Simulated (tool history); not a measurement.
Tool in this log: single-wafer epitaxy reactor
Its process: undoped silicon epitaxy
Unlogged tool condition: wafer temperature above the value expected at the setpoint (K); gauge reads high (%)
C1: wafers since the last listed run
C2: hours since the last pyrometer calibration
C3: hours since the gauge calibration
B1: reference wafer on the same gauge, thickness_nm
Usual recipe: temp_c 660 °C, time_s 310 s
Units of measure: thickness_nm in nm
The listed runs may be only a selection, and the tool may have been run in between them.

{"run": 1, "hour": 0.0, "temp_c": 666, "time_s": 266, "C1": 0, "C2": 2593.8, "C3": 254.9, "B1": 71.298, "thickness_nm": 68.754}
{"run": 2, "hour": 17.2, "temp_c": 666, "time_s": 266, "C1": 115, "C2": 2611.0, "C3": 272.1, "B1": 71.315, "thickness_nm": 68.995}
{"run": 3, "hour": 27.8, "temp_c": 660, "time_s": 336, "C1": 71, "C2": 2621.6, "C3": 282.7, "B1": 71.334, "thickness_nm": 78.271}
{"run": 4, "hour": 39.9, "temp_c": 660, "time_s": 336, "C1": 81, "C2": 2633.7, "C3": 294.8, "B1": 71.279, "thickness_nm": 77.944}
{"run": 5, "hour": 56.6, "temp_c": 660, "time_s": 343, "C1": 112, "C2": 2650.4, "C3": 311.5, "B1": 71.4, "thickness_nm": 79.588}
{"run": 6, "hour": 65.0, "temp_c": 660, "time_s": 343, "C1": 56, "C2": 2658.8, "C3": 319.9, "B1": 71.306, "thickness_nm": 79.814}
{"run": 7, "hour": 75.9, "temp_c": 667, "time_s": 310, "C1": 73, "C2": 2669.7, "C3": 330.8, "B1": 71.308, "thickness_nm": 82.083}
{"run": 8, "hour": 92.0, "temp_c": 667, "time_s": 310, "C1": 108, "C2": 2685.8, "C3": 346.9, "B1": 71.403, "thickness_nm": 81.342}
{"run": 9, "hour": 99.9, "temp_c": 660, "time_s": 310, "C1": 53, "C2": 2693.7, "C3": 354.8, "B1": 71.323, "thickness_nm": 71.897}
{"run": 10, "hour": 116.0, "temp_c": 660, "time_s": 310, "C1": 108, "C2": 2709.8, "C3": 370.9, "B1": 71.282, "thickness_nm": 72.049}
{"run": 11, "hour": 129.1, "temp_c": 660, "time_s": 310, "C1": 88, "C2": 2722.9, "C3": 384.0, "B1": 71.3, "thickness_nm": 72.005}
{"run": 12, "hour": 140.8, "temp_c": 672, "time_s": 310, "C1": 78, "C2": 2734.6, "C3": 395.7, "B1": 71.322, "thickness_nm": 89.72}
{"run": 13, "hour": 156.1, "temp_c": 660, "time_s": 310, "C1": 103, "C2": 2749.9, "C3": 411.0, "B1": 71.237, "thickness_nm": 71.762}
{"hour": 169.7, "done": "gauge calibrated"}
{"run": 14, "hour": 173.6, "temp_c": 660, "time_s": 310, "C1": 117, "C2": 2767.4, "C3": 3.9, "B1": 71.282, "thickness_nm": 71.849}
{"run": 15, "hour": 191.5, "temp_c": 660, "time_s": 310, "C1": 120, "C2": 2785.3, "C3": 21.8, "B1": 71.297, "thickness_nm": 71.763}
{"run": 16, "hour": 201.5, "temp_c": 660, "time_s": 310, "C1": 67, "C2": 2795.3, "C3": 31.8, "B1": 71.249, "thickness_nm": 72.056}
{"run": 17, "hour": 210.5, "temp_c": 660, "time_s": 310, "C1": 60, "C2": 2804.3, "C3": 40.8, "B1": 71.336, "thickness_nm": 71.805}
{"run": 18, "hour": 225.7, "temp_c": 660, "time_s": 286, "C1": 102, "C2": 2819.5, "C3": 56.0, "B1": 71.339, "thickness_nm": 66.217}
{"run": 19, "hour": 234.5, "temp_c": 660, "time_s": 286, "C1": 59, "C2": 2828.3, "C3": 64.8, "B1": 71.34, "thickness_nm": 66.454}
{"run": 20, "hour": 251.5, "temp_c": 660, "time_s": 286, "C1": 114, "C2": 2845.3, "C3": 81.8, "B1": 71.287, "thickness_nm": 66.377}
{"hour": 268.2, "done": "pyrometer calibrated"}
{"run": 21, "hour": 268.7, "temp_c": 656, "time_s": 310, "C1": 61, "C2": 0.5, "C3": 99.0, "B1": 71.319, "thickness_nm": 56.777}
{"run": 22, "hour": 278.7, "temp_c": 656, "time_s": 310, "C1": 67, "C2": 10.5, "C3": 109.0, "B1": 71.268, "thickness_nm": 56.862}
{"run": 23, "hour": 287.7, "temp_c": 649, "time_s": 280, "C1": 60, "C2": 19.5, "C3": 118.0, "B1": 71.307, "thickness_nm": 45.33}
{"run": 24, "hour": 294.7, "temp_c": 660, "time_s": 335, "C1": 47, "C2": 26.5, "C3": 125.0, "B1": 71.272, "thickness_nm": 66.867}
{"run": 25, "hour": 302.3, "temp_c": 660, "time_s": 310, "C1": 51, "C2": 34.1, "C3": 132.6, "B1": 71.283, "thickness_nm": 62.041}
{"run": 26, "hour": 311.2, "temp_c": 660, "time_s": 310, "C1": 59, "C2": 43.0, "C3": 141.5, "B1": 71.291, "thickness_nm": 61.898}
{"run": 27, "hour": 319.6, "temp_c": 668, "time_s": 349, "C1": 56, "C2": 51.4, "C3": 149.9, "B1": 71.342, "thickness_nm": 81.043}
{"run": 28, "hour": 335.1, "temp_c": 674, "time_s": 288, "C1": 104, "C2": 66.9, "C3": 165.4, "B1": 71.272, "thickness_nm": 74.953}
{"run": 29, "hour": 343.5, "temp_c": 647, "time_s": 352, "C1": 56, "C2": 75.3, "C3": 173.8, "B1": 71.293, "thickness_nm": 54.839}
{"run": 30, "hour": 351.5, "temp_c": 660, "time_s": 310, "C1": 53, "C2": 83.3, "C3": 181.8, "B1": 71.359, "thickness_nm": 62.268}
{"run": 31, "hour": 369.1, "temp_c": 652, "time_s": 353, "C1": 118, "C2": 100.9, "C3": 199.4, "B1": 71.312, "thickness_nm": 60.83}
{"run": 32, "hour": 384.9, "temp_c": 653, "time_s": 310, "C1": 106, "C2": 116.7, "C3": 215.2, "B1": 71.357, "thickness_nm": 54.636}
{"run": 33, "hour": 393.4, "temp_c": 670, "time_s": 310, "C1": 57, "C2": 125.2, "C3": 223.7, "B1": 71.275, "thickness_nm": 75.292}
{"run": 34, "hour": 406.7, "temp_c": 660, "time_s": 310, "C1": 89, "C2": 138.5, "C3": 237.0, "B1": 71.22, "thickness_nm": 62.546}
{"run": 35, "hour": 415.2, "temp_c": 656, "time_s": 310, "C1": 57, "C2": 147.0, "C3": 245.5, "B1": 71.348, "thickness_nm": 58.225}
{"run": 36, "hour": 427.7, "temp_c": 670, "time_s": 256, "C1": 84, "C2": 159.5, "C3": 258.0, "B1": 71.231, "thickness_nm": 62.282}
{"run": 37, "hour": 435.6, "temp_c": 660, "time_s": 310, "C1": 53, "C2": 167.4, "C3": 265.9, "B1": 71.303, "thickness_nm": 62.654}
{"run": 38, "hour": 442.3, "temp_c": 660, "time_s": 310, "C1": 45, "C2": 174.1, "C3": 272.6, "B1": 71.303, "thickness_nm": 62.848}
{"run": 39, "hour": 458.7, "temp_c": 668, "time_s": 293, "C1": 110, "C2": 190.5, "C3": 289.0, "B1": 71.278, "thickness_nm": 69.148}
{"run": 40, "hour": 469.8, "temp_c": 660, "time_s": 271, "C1": 74, "C2": 201.6, "C3": 300.1, "B1": 71.272, "thickness_nm": 55.093}
{"run": 41, "hour": 476.5, "temp_c": 648, "time_s": 288, "C1": 45, "C2": 208.3, "C3": 306.8, "B1": 71.289, "thickness_nm": 46.535}
{"run": 42, "hour": 486.9, "temp_c": 656, "time_s": 264, "C1": 70, "C2": 218.7, "C3": 317.2, "B1": 71.334, "thickness_nm": 49.634}
{"run": 43, "hour": 502.4, "temp_c": 645, "time_s": 338, "C1": 104, "C2": 234.2, "C3": 332.7, "B1": 71.33, "thickness_nm": 51.779}
{"run": 44, "hour": 511.4, "temp_c": 660, "time_s": 248, "C1": 60, "C2": 243.2, "C3": 341.7, "B1": 71.254, "thickness_nm": 50.388}
{"run": 45, "hour": 526.3, "temp_c": 665, "time_s": 356, "C1": 100, "C2": 258.1, "C3": 356.6, "B1": 71.196, "thickness_nm": 79.699}
{"run": 46, "hour": 539.1, "temp_c": 656, "time_s": 335, "C1": 86, "C2": 270.9, "C3": 369.4, "B1": 71.316, "thickness_nm": 63.632}

Forecast each of these 5 alternatives for the next run:
{"run": "A", "hour": 539.6, "temp_c": 660, "time_s": 310, "C1": 3, "C2": 271.4, "C3": 369.9, "B1": "?", "thickness_nm": "?"}
{"run": "B", "hour": 539.6, "temp_c": 669, "time_s": 345, "C1": 3, "C2": 271.4, "C3": 369.9, "B1": "?", "thickness_nm": "?"}
{"run": "C", "hour": 539.6, "temp_c": 660, "time_s": 290, "C1": 3, "C2": 271.4, "C3": 369.9, "B1": "?", "thickness_nm": "?"}
{"run": "D", "hour": 539.6, "temp_c": 645, "time_s": 310, "C1": 3, "C2": 271.4, "C3": 369.9, "B1": "?", "thickness_nm": "?"}
{"run": "E", "hour": 539.6, "temp_c": 651, "time_s": 310, "C1": 3, "C2": 271.4, "C3": 369.9, "B1": "?", "thickness_nm": "?"}

run=A B1=71.299 thickness_nm=63.495
run=B B1=71.299 thickness_nm=83.545
run=C B1=71.299 thickness_nm=59.399
run=D B1=71.299 thickness_nm=47.726
run=E B1=71.299 thickness_nm=53.552
The same runs, with their run-to-run variation unchanged, on a tool lacking any hidden condition would have given:
run=A thickness_nm=63.436
run=B thickness_nm=83.468
run=C thickness_nm=59.343
run=D thickness_nm=47.680
run=E thickness_nm=53.501
